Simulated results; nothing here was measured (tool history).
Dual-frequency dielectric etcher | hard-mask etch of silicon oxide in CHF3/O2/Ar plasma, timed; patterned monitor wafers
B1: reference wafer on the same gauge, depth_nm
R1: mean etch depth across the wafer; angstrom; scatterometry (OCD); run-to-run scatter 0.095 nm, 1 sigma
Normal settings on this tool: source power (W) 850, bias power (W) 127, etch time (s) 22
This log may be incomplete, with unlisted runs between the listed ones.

run 1 day=0 | source_power_(W)=850 bias_power_(W)=127 etch_time_(s)=22 | B1=48.88 | R1=426.5
run 2 day=1.579 | source_power_(W)=850 bias_power_(W)=127 etch_time_(s)=22 | B1=48.93 | R1=426.6
run 3 day=3.95 | source_power_(W)=850 bias_power_(W)=127 etch_time_(s)=22 | B1=48.93 | R1=427.4
run 4 day=6.458 | source_power_(W)=790 bias_power_(W)=138 etch_time_(s)=22 | B1=48.88 | R1=429.2
run 5 day=10.738 | source_power_(W)=790 bias_power_(W)=138 etch_time_(s)=22 | B1=48.89 | R1=426.9
run 6 day=13.233 | source_power_(W)=790 bias_power_(W)=138 etch_time_(s)=22 | B1=48.92 | R1=428.5
-- day=15.142 upper electrode replaced
-- day=15.75 wet clean of the chamber
run 7 day=16.246 | source_power_(W)=850 bias_power_(W)=152 etch_time_(s)=18 | B1=48.9 | R1=366.9
run 8 day=18.038 | source_power_(W)=850 bias_power_(W)=152 etch_time_(s)=18 | B1=48.9 | R1=367
run 9 day=22.088 | source_power_(W)=740 bias_power_(W)=141 etch_time_(s)=26.5 | B1=48.87 | R1=512.2
run 10 day=23.925 | source_power_(W)=1030 bias_power_(W)=157 etch_time_(s)=24.5 | B1=48.89 | R1=530.2
run 11 day=27.508 | source_power_(W)=850 bias_power_(W)=127 etch_time_(s)=22 | B1=48.9 | R1=426.3
run 12 day=31.625 | source_power_(W)=850 bias_power_(W)=107 etch_time_(s)=24.5 | B1=48.94 | R1=456
-- day=37.417 bias power generator calibrated
run 13 day=39.871 | source_power_(W)=850 bias_power_(W)=151 etch_time_(s)=17 | B1=48.88 | R1=345.5
run 14 day=41.904 | source_power_(W)=850 bias_power_(W)=127 etch_time_(s)=22 | B1=48.9 | R1=427.6
run 15 day=44.512 | source_power_(W)=1020 bias_power_(W)=104 etch_time_(s)=22 | B1=48.91 | R1=424.8
-- day=45.825 wet clean of the chamber
run 16 day=48.692 | source_power_(W)=790 bias_power_(W)=138 etch_time_(s)=22 | B1=48.92 | R1=429.1
run 17 day=51.433 | source_power_(W)=850 bias_power_(W)=127 etch_time_(s)=27.5 | B1=48.89 | R1=534.9
run 18 day=55.621 | source_power_(W)=850 bias_power_(W)=127 etch_time_(s)=22 | B1=48.89 | R1=427.6
run 19 day=57.612 | source_power_(W)=850 bias_power_(W)=159 etch_time_(s)=22 | B1=48.9 | R1=452.2
-- day=58.912 source power generator calibrated
run 20 day=59.25 | source_power_(W)=850 bias_power_(W)=127 etch_time_(s)=22 | B1=48.86 | R1=427.3
-- day=67.096 gauge calibrated
run 21 day=72.133 | source_power_(W)=850 bias_power_(W)=96 etch_time_(s)=22 | B1=48.9 | R1=397.6
-- day=74.938 wet clean of the chamber
run 22 day=76.812 | source_power_(W)=670 bias_power_(W)=139 etch_time_(s)=25.5 | B1=48.88 | R1=480.3
run 23 day=80.688 | source_power_(W)=850 bias_power_(W)=127 etch_time_(s)=22 | B1=48.88 | R1=426.7
run 24 day=84.021 | source_power_(W)=910 bias_power_(W)=127 etch_time_(s)=17.5 | B1=48.87 | R1=345.6
run 25 day=88.012 | source_power_(W)=850 bias_power_(W)=127 etch_time_(s)=22 | B1=48.9 | R1=427.4
run 26 day=91.596 | source_power_(W)=690 bias_power_(W)=127 etch_time_(s)=22 | B1=48.9 | R1=406.9
run 27 day=93.254 | source_power_(W)=850 bias_power_(W)=127 etch_time_(s)=27 | B1=48.91 | R1=524.1
run 28 day=95.192 | source_power_(W)=660 bias_power_(W)=110 etch_time_(s)=25 | B1=48.91 | R1=441.9
run 29 day=98.929 | source_power_(W)=780 bias_power_(W)=147 etch_time_(s)=24 | B1=48.9 | R1=474.7

Below are 5 alternative next runs, each starting from the tool's condition after run 29. Predict each:
run A day=98.946 | source_power_(W)=850 bias_power_(W)=117 etch_time_(s)=22 | B1=? | R1=?
run B day=98.946 | source_power_(W)=980 bias_power_(W)=118 etch_time_(s)=15.5 | B1=? | R1=?
run C day=98.946 | source_power_(W)=850 bias_power_(W)=137 etch_time_(s)=22 | B1=? | R1=?
run D day=98.946 | source_power_(W)=850 bias_power_(W)=158 etch_time_(s)=22 | B1=? | R1=?
run E day=98.946 | source_power_(W)=850 bias_power_(W)=136 etch_time_(s)=18.5 | B1=? | R1=?

run=A B1=48.91 R1=418.7
run=B B1=48.91 R1=306.4
run=C B1=48.91 R1=436.1
run=D B1=48.91 R1=453.4
run=E B1=48.91 R1=366
Take away the tool's hidden state, keep each run's random variation, and the runs would have read:
run=A R1=418.7
run=B R1=306.4
run=C R1=436.1
run=D R1=453.4
run=E R1=366

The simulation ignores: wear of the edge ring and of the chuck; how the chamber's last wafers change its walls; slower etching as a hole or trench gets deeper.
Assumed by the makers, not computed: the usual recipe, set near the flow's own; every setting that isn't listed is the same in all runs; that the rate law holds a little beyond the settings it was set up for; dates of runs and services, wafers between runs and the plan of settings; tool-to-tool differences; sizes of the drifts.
